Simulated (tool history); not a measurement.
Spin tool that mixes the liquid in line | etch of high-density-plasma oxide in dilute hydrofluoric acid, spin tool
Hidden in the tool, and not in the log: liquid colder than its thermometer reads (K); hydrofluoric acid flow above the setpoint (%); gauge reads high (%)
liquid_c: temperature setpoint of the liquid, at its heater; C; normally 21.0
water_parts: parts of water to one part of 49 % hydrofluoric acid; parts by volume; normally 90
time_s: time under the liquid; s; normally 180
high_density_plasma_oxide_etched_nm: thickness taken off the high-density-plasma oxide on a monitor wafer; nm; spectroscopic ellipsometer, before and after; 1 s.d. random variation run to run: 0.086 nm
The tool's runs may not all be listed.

| run | hour | liquid_c | water_parts | time_s | wafers since the last listed run | hours since the thermometer was replaced | hours since the hydrofluoric acid flow meter was replaced | hours since the gauge calibration | read-back film thickness of the high-density-plasma oxide reference wafer, read on the same gauge (nm) | high_density_plasma_oxide_etched_nm |
|---|---|---|---|---|---|---|---|---|---|---|
| 1 | 0.0 | 21.0 | 90 | 180 | 0 | 1927.0 | 714.2 | 252.9 | 130.01 | 10.50 |
| 2 | 9.7 | 21.0 | 90 | 180 | 66 | 1936.7 | 723.9 | 262.6 | 130.01 | 10.55 |
|  | 22.1 | gauge calibrated |
| 3 | 23.2 | 22.0 | 100 | 180 | 92 | 1950.2 | 737.4 | 1.1 | 130.00 | 9.80 |
| 4 | 33.9 | 21.0 | 90 | 180 | 73 | 1960.9 | 748.1 | 11.8 | 129.99 | 10.55 |
| 5 | 49.2 | 21.0 | 90 | 180 | 105 | 1976.2 | 763.4 | 27.1 | 130.01 | 10.46 |
| 6 | 55.3 | 21.0 | 90 | 180 | 42 | 1982.3 | 769.5 | 33.2 | 130.00 | 10.51 |
| 7 | 66.3 | 21.0 | 90 | 180 | 75 | 1993.3 | 780.5 | 44.2 | 130.02 | 10.40 |
| 8 | 83.1 | 21.0 | 90 | 180 | 115 | 2010.1 | 797.3 | 61.0 | 130.01 | 10.47 |
| 9 | 97.6 | 21.0 | 90 | 180 | 99 | 2024.6 | 811.8 | 75.5 | 130.02 | 10.49 |
| 10 | 108.3 | 21.0 | 90 | 250 | 73 | 2035.3 | 822.5 | 86.2 | 130.02 | 14.68 |
|  | 111.0 | thermometer replaced |
| 11 | 119.2 | 21.0 | 90 | 180 | 68 | 8.2 | 833.4 | 97.1 | 130.00 | 10.67 |
| 12 | 128.1 | 17.0 | 50 | 220 | 61 | 17.1 | 842.3 | 106.0 | 130.01 | 20.47 |
| 13 | 135.4 | 25.0 | 50 | 150 | 50 | 24.4 | 849.6 | 113.3 | 130.00 | 19.86 |
| 14 | 150.9 | 17.0 | 90 | 245 | 106 | 39.9 | 865.1 | 128.8 | 130.01 | 11.99 |
|  | 170.1 | hydrofluoric acid flow meter replaced |
| 15 | 170.6 | 24.0 | 90 | 180 | 128 | 59.6 | 0.5 | 148.5 | 130.01 | 12.76 |
| 16 | 192.7 | 19.5 | 65 | 180 | 152 | 81.7 | 22.6 | 170.6 | 129.96 | 14.99 |
| 17 | 201.5 | 21.0 | 90 | 180 | 60 | 90.5 | 31.4 | 179.4 | 129.96 | 11.22 |
| 18 | 209.1 | 21.0 | 90 | 180 | 52 | 98.1 | 39.0 | 187.0 | 130.00 | 11.27 |
| 19 | 224.6 | 21.0 | 50 | 225 | 106 | 113.6 | 54.5 | 202.5 | 130.03 | 26.29 |
| 20 | 238.9 | 24.5 | 90 | 255 | 98 | 127.9 | 68.8 | 216.8 | 130.00 | 18.23 |
| 21 | 247.2 | 21.0 | 90 | 180 | 57 | 136.2 | 77.1 | 225.1 | 129.99 | 11.48 |
| 22 | 254.3 | 21.0 | 90 | 80 | 48 | 143.3 | 84.2 | 232.2 | 129.99 | 5.00 |
| 23 | 262.1 | 21.0 | 90 | 180 | 53 | 151.1 | 92.0 | 240.0 | 130.00 | 11.47 |
|  | 280.3 | hydrofluoric acid flow meter replaced, repeated, since the last time left the tool worse |
| 24 | 280.8 | 21.0 | 90 | 180 | 121 | 169.8 | 0.5 | 258.7 | 129.99 | 9.60 |
| 25 | 289.4 | 21.0 | 90 | 180 | 59 | 178.4 | 9.1 | 267.3 | 130.01 | 9.74 |
| 26 | 298.0 | 23.0 | 55 | 235 | 59 | 187.0 | 17.7 | 275.9 | 130.00 | 23.57 |
| 27 | 304.8 | 21.0 | 125 | 85 | 46 | 193.8 | 24.5 | 282.7 | 130.00 | 3.13 |
| 28 | 312.3 | 21.0 | 90 | 180 | 51 | 201.3 | 32.0 | 290.2 | 130.00 | 9.62 |
| 29 | 319.3 | 17.5 | 105 | 115 | 48 | 208.3 | 39.0 | 297.2 | 129.98 | 4.51 |
| 30 | 334.4 | 21.0 | 50 | 240 | 103 | 223.4 | 54.1 | 312.3 | 130.01 | 24.75 |
|  | 335.3 | gauge calibrated |
| 31 | 344.1 | 18.0 | 75 | 135 | 66 | 233.1 | 63.8 | 8.8 | 129.99 | 7.98 |

Results for each run, recomputed without the tool's hidden state and with each run's random variation untouched:
| run | high_density_plasma_oxide_etched_nm |
|---|---|
| 1 | 9.67 |
| 2 | 9.71 |
| 3 | 9.00 |
| 4 | 9.69 |
| 5 | 9.58 |
| 6 | 9.62 |
| 7 | 9.52 |
| 8 | 9.56 |
| 9 | 9.56 |
| 10 | 13.38 |
| 11 | 9.71 |
| 12 | 18.69 |
| 13 | 18.10 |
| 14 | 10.89 |
| 15 | 10.98 |
| 16 | 12.93 |
| 17 | 9.63 |
| 18 | 9.67 |
| 19 | 22.66 |
| 20 | 15.58 |
| 21 | 9.81 |
| 22 | 4.28 |
| 23 | 9.80 |
| 24 | 9.56 |
| 25 | 9.69 |
| 26 | 23.44 |
| 27 | 3.11 |
| 28 | 9.55 |
| 29 | 4.48 |
| 30 | 24.53 |
| 31 | 7.90 |
